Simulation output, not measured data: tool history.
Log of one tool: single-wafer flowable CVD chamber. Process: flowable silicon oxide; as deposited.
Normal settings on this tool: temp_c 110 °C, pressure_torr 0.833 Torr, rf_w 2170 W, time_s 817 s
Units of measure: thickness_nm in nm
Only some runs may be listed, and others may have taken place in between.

run	hour	temp_c	pressure_torr	rf_w	time_s	wafers since the last listed run	hours since the last thermocouple change	hours since the last RF generator calibration	hours since the last manometer calibration	hours since the showerhead was replaced	hours since the gauge calibration	read-back reference wafer on the same gauge, thickness_nm	thickness_nm
1	0	110	0.833	2170	817	0	2076.9	1559.3	2283.1	3351.9	216.5	424.238	336.27
2	9.2	110	0.833	2170	817	15	2086.1	1568.5	2292.3	3361.1	225.7	424.121	333.975
3	20.7	110	0.833	2170	817	19	2097.6	1580	2303.8	3372.6	237.2	424.145	334.27
4	33.5	110	0.833	2460	817	21	2110.4	1592.8	2316.6	3385.4	250	424.183	342.243
5	48.5	114	0.833	2170	817	24	2125.4	1607.8	2331.6	3400.4	265	424.111	299.952
6	66.4	114	0.833	2170	817	29	2143.3	1625.7	2349.5	3418.3	282.9	423.949	299.321
7	74.1	114	0.833	2170	817	12	2151	1633.4	2357.2	3426	290.6	424.136	298.533
8	84.1	110	0.734	2170	817	16	2161	1643.4	2367.2	3436	300.6	423.921	292.154
9	90.1	110	0.833	2170	817	9	2167	1649.4	2373.2	3442	306.6	424.002	331.046
# hour 104.8: gauge calibrated
# hour 110.9: thermocouple changed; heater temperature recalibrated
10	111.4	110	0.833	2170	817	21	0.5	1670.7	2394.5	3463.3	6.6	423.849	374.223
11	118.2	110	0.833	2170	817	11	7.3	1677.5	2401.3	3470.1	13.4	423.747	376.467
12	131.1	110	0.833	2170	817	21	20.2	1690.4	2414.2	3483	26.3	423.996	373.067
13	142.7	105	0.7	1920	751	19	31.8	1702	2425.8	3494.6	37.9	423.97	322.061
14	150.9	110	0.833	2170	753	13	40	1710.2	2434	3502.8	46.1	423.938	345.531
15	166.1	110	0.833	2360	907	25	55.2	1725.4	2449.2	3518	61.3	424.077	421.871
# hour 184.7: showerhead replaced
# hour 190.3: capacitance manometer re-zeroed and calibrated
16	190.8	110	0.901	2520	817	18	79.9	1750.1	0.5	6.1	86	424.348	416.697
# hour 201.5: RF generator calibrated
17	202	103	1.007	2170	817	5	91.1	0.5	11.7	17.3	97.2	423.509	554.922
18	211.9	124	0.7	2530	817	16	101	10.4	21.6	27.2	107.1	423.796	224.269
19	220.9	98	0.952	2170	712	14	110	19.4	30.6	36.2	116.1	424.26	532.939
20	236.9	110	0.833	2360	907	26	126	35.4	46.6	52.2	132.1	423.94	422.216
21	253.4	98	0.952	2170	712	27	142.5	51.9	63.1	68.7	148.6	423.732	531.645
22	267.3	110	0.833	2170	817	22	156.4	65.8	77	82.6	162.5	423.928	372.805

5 ways to go on from here, each from the tool as it stands after run 22. What would each give?
A	267.9	110	0.833	2170	817	0	157	66.4	77.6	83.2	163.1	?	?
B	267.9	110	0.631	2170	817	0	157	66.4	77.6	83.2	163.1	?	?
C	267.9	105	0.833	2170	659	0	157	66.4	77.6	83.2	163.1	?	?
D	267.9	106	0.833	2360	902	0	157	66.4	77.6	83.2	163.1	?	?
E	267.9	97	0.678	2420	887	0	157	66.4	77.6	83.2	163.1	?	?

run	read-back reference wafer on the same gauge, thickness_nm	thickness_nm
A	424.047	374.113
B	424.047	283.117
C	424.047	348.271
D	424.047	470.666
E	424.047	492.977
With no hidden state in the tool, these same runs would have given:
run	thickness_nm
A	382.52
B	289.479
C	356.491
D	481.722
E	504.367

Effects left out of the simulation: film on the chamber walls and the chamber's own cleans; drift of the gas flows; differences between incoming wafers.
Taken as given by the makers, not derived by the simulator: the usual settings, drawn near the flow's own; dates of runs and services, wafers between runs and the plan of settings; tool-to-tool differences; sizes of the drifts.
